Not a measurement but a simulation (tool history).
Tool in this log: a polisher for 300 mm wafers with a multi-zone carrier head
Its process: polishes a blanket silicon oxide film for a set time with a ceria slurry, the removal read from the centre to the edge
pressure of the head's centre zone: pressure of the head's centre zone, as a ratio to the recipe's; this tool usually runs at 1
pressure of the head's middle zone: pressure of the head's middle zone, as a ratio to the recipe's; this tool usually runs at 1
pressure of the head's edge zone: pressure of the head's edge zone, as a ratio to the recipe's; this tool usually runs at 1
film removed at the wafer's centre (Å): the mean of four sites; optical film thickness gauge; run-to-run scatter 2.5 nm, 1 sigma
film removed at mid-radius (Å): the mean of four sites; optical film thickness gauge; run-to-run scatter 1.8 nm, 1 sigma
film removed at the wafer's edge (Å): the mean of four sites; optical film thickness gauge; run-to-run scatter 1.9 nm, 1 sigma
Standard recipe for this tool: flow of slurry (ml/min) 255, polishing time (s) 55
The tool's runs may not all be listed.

run,hour,flow of slurry (ml/min),pressure of the head's centre zone,pressure of the head's middle zone,pressure of the head's edge zone,polishing time (s),"incoming thickness of the incoming film, nm",film removed at the wafer's centre (Å),film removed at mid-radius (Å),film removed at the wafer's edge (Å)
1,0,205,1,1,1,55,1116.8,2177,2051,2081
# hour 13.6: worn pad replaced by a new one
2,102.6,205,1,1,1,55,1110.4,2300,2154,2140
3,187.8,205,1,1,1,55,1115.3,2186,2058,2074
# hour 238.8: worn pad replaced by a new one
4,298.3,255,1,1,1,55,1101.3,2390,2210,2230
# hour 338.1: slurry nozzle cleaned
5,371.3,255,1,1,1,55,1105.7,2391,2132,2155
# hour 402: edge zone pressure recalibrated
# hour 417.5: carrier head's membrane replaced by a new one
# hour 448.1: worn pad replaced by a new one
6,473.5,255,1,1,1,55,1117.1,2493,2235,2262
7,511.4,215,1,1,1,44,1106.2,1982,1743,1742
# hour 554.2: centre zone pressure recalibrated
8,617.8,185,1,1,0.89,55,1121.4,2073,2011,1953
9,659.2,320,1,1,1,55,1108.2,2150,2096,2088
# hour 694.1: worn pad replaced by a new one
10,759.5,290,1,0.93,1,55,1116.7,2305,2117,2237
11,818.9,255,1.05,1.09,1,38,1117.3,1652,1614,1466
12,869.6,255,1,1,1,55,1130.8,2213,2076,2116
# hour 919.6: worn pad replaced by a new one
# hour 937.5: slurry nozzle cleaned
13,952.5,255,1,1,1,55,1127,2386,2234,2233
14,1076.8,330,1,1,1.04,71,1121.7,2963,2778,2868

The logged runs with the hidden state left out (each run's random variation unchanged):
The tool's hidden condition here consists of: removal rate lost through wear of the pad, %; slurry flow missing at the pad, %; deviation of the centre zone's pressure from its setpoint, %; deviation of the edge zone's pressure from its setpoint, %.
run,film removed at the wafer's centre (Å),film removed at mid-radius (Å),film removed at the wafer's edge (Å)
1,2256,2227,2259
2,2257,2242,2226
3,2207,2226,2242
4,2279,2287,2307
5,2335,2280,2303
6,2293,2277,2303
7,1845,1805,1804
8,2240,2184,2121
9,2356,2322,2312
10,2329,2190,2314
11,1703,1714,1557
12,2320,2258,2300
13,2335,2292,2290
14,3021,3014,3111
